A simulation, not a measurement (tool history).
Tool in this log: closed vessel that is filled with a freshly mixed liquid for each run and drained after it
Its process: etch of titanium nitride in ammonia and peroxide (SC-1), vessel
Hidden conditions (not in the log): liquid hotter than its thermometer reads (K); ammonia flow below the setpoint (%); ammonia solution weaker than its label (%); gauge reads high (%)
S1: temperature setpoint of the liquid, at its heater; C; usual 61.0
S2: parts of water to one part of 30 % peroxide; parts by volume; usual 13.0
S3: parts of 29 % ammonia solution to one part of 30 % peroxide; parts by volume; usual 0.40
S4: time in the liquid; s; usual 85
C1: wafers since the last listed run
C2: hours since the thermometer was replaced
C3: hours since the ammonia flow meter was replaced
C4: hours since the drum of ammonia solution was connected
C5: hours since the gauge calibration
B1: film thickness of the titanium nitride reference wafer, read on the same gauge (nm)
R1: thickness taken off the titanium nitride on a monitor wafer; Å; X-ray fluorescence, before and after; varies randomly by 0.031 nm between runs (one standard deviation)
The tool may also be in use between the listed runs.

run 1 hour=0.0 | S1=61.0 S2=13.0 S3=0.40 S4=85 | C1=0 C2=505.3 C3=644.2 C4=46.7 C5=408.1 | B1=90.03 | R1=89.6
-- hour=11.6 ammonia flow meter replaced
run 2 hour=27.1 | S1=61.0 S2=13.0 S3=0.40 S4=85 | C1=1979 C2=532.4 C3=15.5 C4=73.8 C5=435.2 | B1=89.98 | R1=91.2
run 3 hour=57.3 | S1=61.0 S2=13.0 S3=0.40 S4=85 | C1=2291 C2=562.6 C3=45.7 C4=104.0 C5=465.4 | B1=90.03 | R1=92.2
run 4 hour=122.0 | S1=61.0 S2=17.0 S3=0.40 S4=85 | C1=4908 C2=627.3 C3=110.4 C4=168.7 C5=530.1 | B1=90.00 | R1=79.4
run 5 hour=146.5 | S1=61.0 S2=17.0 S3=0.40 S4=85 | C1=1858 C2=651.8 C3=134.9 C4=193.2 C5=554.6 | B1=90.03 | R1=79.0
run 6 hour=176.9 | S1=61.0 S2=17.0 S3=0.40 S4=85 | C1=2306 C2=682.2 C3=165.3 C4=223.6 C5=585.0 | B1=90.00 | R1=78.7
run 7 hour=189.9 | S1=61.0 S2=13.0 S3=0.40 S4=85 | C1=986 C2=695.2 C3=178.3 C4=236.6 C5=598.0 | B1=90.04 | R1=91.8
-- hour=196.7 thermometer replaced
run 8 hour=206.5 | S1=57.5 S2=10.0 S3=0.40 S4=55 | C1=1183 C2=9.8 C3=194.9 C4=253.2 C5=614.6 | B1=90.01 | R1=52.2
run 9 hour=230.4 | S1=61.0 S2=13.0 S3=0.40 S4=85 | C1=1813 C2=33.7 C3=218.8 C4=277.1 C5=638.5 | B1=90.00 | R1=88.4
-- hour=243.2 gauge calibrated
run 10 hour=246.9 | S1=58.0 S2=13.0 S3=0.40 S4=105 | C1=1251 C2=50.2 C3=235.3 C4=293.6 C5=3.7 | B1=90.03 | R1=89.5
run 11 hour=270.5 | S1=61.0 S2=13.0 S3=0.25 S4=115 | C1=1790 C2=73.8 C3=258.9 C4=317.2 C5=27.3 | B1=90.01 | R1=110.2
run 12 hour=282.6 | S1=61.0 S2=13.0 S3=0.40 S4=45 | C1=917 C2=85.9 C3=271.0 C4=329.3 C5=39.4 | B1=89.98 | R1=46.8
run 13 hour=296.9 | S1=61.0 S2=13.0 S3=0.40 S4=85 | C1=1084 C2=100.2 C3=285.3 C4=343.6 C5=53.7 | B1=89.98 | R1=88.3
run 14 hour=330.5 | S1=61.0 S2=13.0 S3=0.40 S4=85 | C1=2548 C2=133.8 C3=318.9 C4=377.2 C5=87.3 | B1=90.01 | R1=88.6
run 15 hour=343.8 | S1=61.0 S2=13.0 S3=0.40 S4=85 | C1=1008 C2=147.1 C3=332.2 C4=390.5 C5=100.6 | B1=90.03 | R1=88.8
run 16 hour=362.7 | S1=61.0 S2=13.0 S3=0.40 S4=85 | C1=1433 C2=166.0 C3=351.1 C4=409.4 C5=119.5 | B1=90.00 | R1=88.7
run 17 hour=394.5 | S1=67.0 S2=13.0 S3=0.40 S4=85 | C1=2412 C2=197.8 C3=382.9 C4=441.2 C5=151.3 | B1=90.01 | R1=130.7
run 18 hour=425.5 | S1=64.0 S2=18.5 S3=0.40 S4=85 | C1=2351 C2=228.8 C3=413.9 C4=472.2 C5=182.3 | B1=89.99 | R1=88.6
run 19 hour=443.7 | S1=61.0 S2=13.0 S3=0.40 S4=85 | C1=1380 C2=247.0 C3=432.1 C4=490.4 C5=200.5 | B1=90.02 | R1=89.4
run 20 hour=472.1 | S1=68.5 S2=9.5 S3=0.30 S4=50 | C1=2154 C2=275.4 C3=460.5 C4=518.8 C5=228.9 | B1=90.01 | R1=94.8
-- hour=479.0 new drum of ammonia solution connected
run 21 hour=491.3 | S1=53.5 S2=7.5 S3=0.55 S4=60 | C1=1380 C2=294.6 C3=479.7 C4=12.3 C5=248.1 | B1=89.97 | R1=53.6
run 22 hour=505.6 | S1=57.0 S2=13.0 S3=0.55 S4=85 | C1=1084 C2=308.9 C3=494.0 C4=26.6 C5=262.4 | B1=89.97 | R1=72.3
run 23 hour=526.5 | S1=61.0 S2=15.0 S3=0.30 S4=85 | C1=1585 C2=329.8 C3=514.9 C4=47.5 C5=283.3 | B1=90.01 | R1=77.9
run 24 hour=538.5 | S1=61.0 S2=13.0 S3=0.60 S4=85 | C1=910 C2=341.8 C3=526.9 C4=59.5 C5=295.3 | B1=90.00 | R1=96.2
run 25 hour=573.9 | S1=61.0 S2=13.0 S3=0.40 S4=85 | C1=2685 C2=377.2 C3=562.3 C4=94.9 C5=330.7 | B1=89.96 | R1=89.2
run 26 hour=588.6 | S1=52.5 S2=6.5 S3=0.60 S4=85 | C1=1115 C2=391.9 C3=577.0 C4=109.6 C5=345.4 | B1=90.01 | R1=77.7
run 27 hour=616.2 | S1=66.5 S2=13.0 S3=0.55 S4=85 | C1=2093 C2=419.5 C3=604.6 C4=137.2 C5=373.0 | B1=90.01 | R1=134.4
run 28 hour=650.9 | S1=61.0 S2=13.0 S3=0.55 S4=85 | C1=2632 C2=454.2 C3=639.3 C4=171.9 C5=407.7 | B1=90.01 | R1=94.9
-- hour=658.3 ammonia flow meter replaced
run 29 hour=679.3 | S1=63.5 S2=17.0 S3=0.40 S4=85 | C1=2078 C2=482.6 C3=21.0 C4=200.3 C5=436.1 | B1=90.02 | R1=91.9

What if the next run were any one of these 3? Each begins from the tool's condition after run 29:
run A hour=680.0 | S1=61.0 S2=13.0 S3=0.40 S4=85 | C1=53 C2=483.3 C3=21.7 C4=201.0 C5=436.8 | B1=? | R1=?
run B hour=680.0 | S1=64.0 S2=13.0 S3=0.40 S4=130 | C1=53 C2=483.3 C3=21.7 C4=201.0 C5=436.8 | B1=? | R1=?
run C hour=680.0 | S1=61.0 S2=13.0 S3=0.45 S4=85 | C1=53 C2=483.3 C3=21.7 C4=201.0 C5=436.8 | B1=? | R1=?

run=A B1=89.97 R1=91.2
run=B B1=89.97 R1=169.2
run=C B1=89.97 R1=93.1
Without the tool's hidden state the same runs would have given:
run=A R1=89.2
run=B R1=165.6
run=C R1=91.1
